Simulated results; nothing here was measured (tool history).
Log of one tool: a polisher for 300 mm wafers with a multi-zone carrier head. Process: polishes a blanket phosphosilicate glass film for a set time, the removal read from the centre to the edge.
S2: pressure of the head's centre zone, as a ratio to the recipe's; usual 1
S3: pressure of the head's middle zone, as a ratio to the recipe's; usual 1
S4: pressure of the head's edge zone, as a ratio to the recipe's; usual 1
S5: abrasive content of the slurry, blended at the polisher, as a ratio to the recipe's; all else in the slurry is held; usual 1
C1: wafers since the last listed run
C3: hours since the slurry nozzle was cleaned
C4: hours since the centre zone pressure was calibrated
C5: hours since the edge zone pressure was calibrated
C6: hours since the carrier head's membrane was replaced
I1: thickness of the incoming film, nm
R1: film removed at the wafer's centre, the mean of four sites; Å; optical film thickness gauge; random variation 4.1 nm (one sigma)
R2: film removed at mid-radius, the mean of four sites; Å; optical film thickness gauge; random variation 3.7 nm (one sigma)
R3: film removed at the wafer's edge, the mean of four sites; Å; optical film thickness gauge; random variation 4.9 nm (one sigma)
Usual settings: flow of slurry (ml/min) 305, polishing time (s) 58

{"run": 1, "hour": 0.0, "flow of slurry (ml/min)": 305, "S2": 1, "S3": 1, "S4": 1, "S5": 1.1, "polishing time (s)": 58, "C1": 0, "wafers polished on this pad": 369, "C3": 20.4, "C4": 675.1, "C5": 556.2, "C6": 383, "I1": 4044.3, "R1": 3463, "R2": 3413, "R3": 3499}
{"run": 2, "hour": 9.3, "flow of slurry (ml/min)": 305, "S2": 1, "S3": 1, "S4": 1, "S5": 1, "polishing time (s)": 58, "C1": 109, "wafers polished on this pad": 478, "C3": 29.7, "C4": 684.4, "C5": 565.5, "C6": 392.3, "I1": 4154.7, "R1": 3375, "R2": 3287, "R3": 3333}
{"run": 3, "hour": 24.7, "flow of slurry (ml/min)": 305, "S2": 1, "S3": 1, "S4": 1, "S5": 1, "polishing time (s)": 58, "C1": 181, "wafers polished on this pad": 660, "C3": 45.1, "C4": 699.8, "C5": 580.9, "C6": 407.7, "I1": 4161.8, "R1": 3359, "R2": 3261, "R3": 3203}
{"hour": 56.1, "done": "worn pad replaced by a new one"}
{"run": 4, "hour": 73.4, "flow of slurry (ml/min)": 305, "S2": 1, "S3": 1, "S4": 1, "S5": 1, "polishing time (s)": 58, "C1": 526, "wafers polished on this pad": 204, "C3": 93.8, "C4": 748.5, "C5": 629.6, "C6": 456.4, "I1": 4172.2, "R1": 3426, "R2": 3357, "R3": 3386}
{"run": 5, "hour": 83.5, "flow of slurry (ml/min)": 305, "S2": 1, "S3": 1, "S4": 1, "S5": 1, "polishing time (s)": 58, "C1": 118, "wafers polished on this pad": 323, "C3": 103.9, "C4": 758.6, "C5": 639.7, "C6": 466.5, "I1": 4111.5, "R1": 3391, "R2": 3328, "R3": 3387}
{"run": 6, "hour": 98.8, "flow of slurry (ml/min)": 305, "S2": 1, "S3": 1, "S4": 1, "S5": 1, "polishing time (s)": 58, "C1": 180, "wafers polished on this pad": 503, "C3": 119.2, "C4": 773.9, "C5": 655, "C6": 481.8, "I1": 4093.7, "R1": 3400, "R2": 3269, "R3": 3296}
{"run": 7, "hour": 115.3, "flow of slurry (ml/min)": 305, "S2": 1, "S3": 1, "S4": 1, "S5": 1, "polishing time (s)": 58, "C1": 194, "wafers polished on this pad": 697, "C3": 135.7, "C4": 790.4, "C5": 671.5, "C6": 498.3, "I1": 4100.8, "R1": 3340, "R2": 3335, "R3": 3303}
{"run": 8, "hour": 126.7, "flow of slurry (ml/min)": 305, "S2": 1, "S3": 1, "S4": 1, "S5": 1, "polishing time (s)": 58, "C1": 134, "wafers polished on this pad": 831, "C3": 147.1, "C4": 801.8, "C5": 682.9, "C6": 509.7, "I1": 4080.6, "R1": 3274, "R2": 3214, "R3": 3218}
{"run": 9, "hour": 142.1, "flow of slurry (ml/min)": 305, "S2": 1, "S3": 1, "S4": 1, "S5": 1, "polishing time (s)": 58, "C1": 181, "wafers polished on this pad": 1013, "C3": 162.5, "C4": 817.2, "C5": 698.3, "C6": 525.1, "I1": 4077.8, "R1": 3338, "R2": 3262, "R3": 3289}
{"hour": 156.2, "done": "worn pad replaced by a new one"}
{"run": 10, "hour": 158.7, "flow of slurry (ml/min)": 305, "S2": 1, "S3": 1, "S4": 1, "S5": 1, "polishing time (s)": 58, "C1": 148, "wafers polished on this pad": 29, "C3": 179.1, "C4": 833.8, "C5": 714.9, "C6": 541.7, "I1": 4128.2, "R1": 3543, "R2": 3434, "R3": 3425}
{"run": 11, "hour": 175.2, "flow of slurry (ml/min)": 305, "S2": 1, "S3": 1, "S4": 1, "S5": 1, "polishing time (s)": 58, "C1": 194, "wafers polished on this pad": 223, "C3": 195.6, "C4": 850.3, "C5": 731.4, "C6": 558.2, "I1": 4180.9, "R1": 3465, "R2": 3427, "R3": 3407}
{"hour": 182.9, "done": "edge zone pressure recalibrated"}
{"hour": 189.5, "done": "carrier head's membrane replaced by a new one"}
{"run": 12, "hour": 191.0, "flow of slurry (ml/min)": 305, "S2": 1, "S3": 1, "S4": 1, "S5": 1, "polishing time (s)": 58, "C1": 103, "wafers polished on this pad": 327, "C3": 211.4, "C4": 866.1, "C5": 8.1, "C6": 1.5, "I1": 4079.7, "R1": 3388, "R2": 3329, "R3": 3310}
{"run": 13, "hour": 203.2, "flow of slurry (ml/min)": 305, "S2": 1, "S3": 1.07, "S4": 1.06, "S5": 0.75, "polishing time (s)": 58, "C1": 143, "wafers polished on this pad": 471, "C3": 223.6, "C4": 878.3, "C5": 20.3, "C6": 13.7, "I1": 4145, "R1": 3019, "R2": 3007, "R3": 2966}
{"run": 14, "hour": 210.9, "flow of slurry (ml/min)": 230, "S2": 1, "S3": 0.92, "S4": 1.1, "S5": 1.2, "polishing time (s)": 58, "C1": 90, "wafers polished on this pad": 561, "C3": 231.3, "C4": 886, "C5": 28, "C6": 21.4, "I1": 4120.3, "R1": 3476, "R2": 3207, "R3": 3655}
{"hour": 225.9, "done": "centre zone pressure recalibrated"}
{"run": 15, "hour": 228.7, "flow of slurry (ml/min)": 305, "S2": 0.92, "S3": 0.94, "S4": 1, "S5": 1, "polishing time (s)": 58, "C1": 186, "wafers polished on this pad": 747, "C3": 249.1, "C4": 2.8, "C5": 45.8, "C6": 39.2, "I1": 4087.6, "R1": 3090, "R2": 3134, "R3": 3260}
{"run": 16, "hour": 236.2, "flow of slurry (ml/min)": 305, "S2": 1, "S3": 1.07, "S4": 1.06, "S5": 0.75, "polishing time (s)": 58, "C1": 88, "wafers polished on this pad": 836, "C3": 256.6, "C4": 10.3, "C5": 53.3, "C6": 46.7, "I1": 4149.1, "R1": 2921, "R2": 2955, "R3": 2970}
{"hour": 247.7, "done": "slurry nozzle cleaned"}
{"run": 17, "hour": 248.9, "flow of slurry (ml/min)": 305, "S2": 1, "S3": 1, "S4": 1, "S5": 1, "polishing time (s)": 58, "C1": 137, "wafers polished on this pad": 974, "C3": 1.2, "C4": 23, "C5": 66, "C6": 59.4, "I1": 4128.2, "R1": 3285, "R2": 3295, "R3": 3246}
{"hour": 256.4, "done": "worn pad replaced by a new one"}
{"run": 18, "hour": 265.8, "flow of slurry (ml/min)": 305, "S2": 1, "S3": 1.07, "S4": 1.06, "S5": 0.75, "polishing time (s)": 58, "C1": 151, "wafers polished on this pad": 111, "C3": 18.1, "C4": 39.9, "C5": 82.9, "C6": 76.3, "I1": 4131.5, "R1": 3025, "R2": 3159, "R3": 3103}
{"run": 19, "hour": 274.0, "flow of slurry (ml/min)": 305, "S2": 1, "S3": 1, "S4": 1, "S5": 0.75, "polishing time (s)": 58, "C1": 96, "wafers polished on this pad": 207, "C3": 26.3, "C4": 48.1, "C5": 91.1, "C6": 84.5, "I1": 4207.9, "R1": 3040, "R2": 2925, "R3": 2996}
{"run": 20, "hour": 281.3, "flow of slurry (ml/min)": 305, "S2": 1.04, "S3": 1, "S4": 1.04, "S5": 1, "polishing time (s)": 58, "C1": 85, "wafers polished on this pad": 293, "C3": 33.6, "C4": 55.4, "C5": 98.4, "C6": 91.8, "I1": 4146, "R1": 3583, "R2": 3375, "R3": 3475}
{"run": 21, "hour": 294.7, "flow of slurry (ml/min)": 305, "S2": 1.09, "S3": 1, "S4": 0.93, "S5": 1.3, "polishing time (s)": 58, "C1": 157, "wafers polished on this pad": 451, "C3": 47, "C4": 68.8, "C5": 111.8, "C6": 105.2, "I1": 4140.9, "R1": 4023, "R2": 3637, "R3": 3592}
{"run": 22, "hour": 310.9, "flow of slurry (ml/min)": 200, "S2": 1, "S3": 1, "S4": 1, "S5": 1.2, "polishing time (s)": 49, "C1": 190, "wafers polished on this pad": 642, "C3": 63.2, "C4": 85, "C5": 128, "C6": 121.4, "I1": 4141.2, "R1": 3001, "R2": 2850, "R3": 3014}
{"run": 23, "hour": 325.1, "flow of slurry (ml/min)": 360, "S2": 1, "S3": 1.05, "S4": 0.89, "S5": 1, "polishing time (s)": 58, "C1": 167, "wafers polished on this pad": 809, "C3": 77.4, "C4": 99.2, "C5": 142.2, "C6": 135.6, "I1": 4117.7, "R1": 3340, "R2": 3484, "R3": 3124}

Forecast each of these 3 alternatives for the next run:
{"run": "A", "hour": 325.5, "flow of slurry (ml/min)": 305, "S2": 1, "S3": 1, "S4": 1, "S5": 1, "polishing time (s)": 58, "C1": 4, "wafers polished on this pad": 814, "C3": 77.8, "C4": 99.6, "C5": 142.6, "C6": 136, "I1": 4130.2, "R1": "?", "R2": "?", "R3": "?"}
{"run": "B", "hour": 325.5, "flow of slurry (ml/min)": 305, "S2": 1, "S3": 1, "S4": 1.04, "S5": 1.1, "polishing time (s)": 58, "C1": 4, "wafers polished on this pad": 814, "C3": 77.8, "C4": 99.6, "C5": 142.6, "C6": 136, "I1": 4130.2, "R1": "?", "R2": "?", "R3": "?"}
{"run": "C", "hour": 325.5, "flow of slurry (ml/min)": 305, "S2": 1, "S3": 1.06, "S4": 1, "S5": 1, "polishing time (s)": 58, "C1": 4, "wafers polished on this pad": 814, "C3": 77.8, "C4": 99.6, "C5": 142.6, "C6": 136, "I1": 4130.2, "R1": "?", "R2": "?", "R3": "?"}

run=A R1=3333 R2=3308 R3=3235
run=B R1=3469 R2=3443 R3=3432
run=C R1=3335 R2=3470 R3=3233
Without the tool's hidden state the same runs would have given:
run=A R1=3557 R2=3530 R3=3452
run=B R1=3702 R2=3673 R3=3662
run=C R1=3558 R2=3702 R3=3450
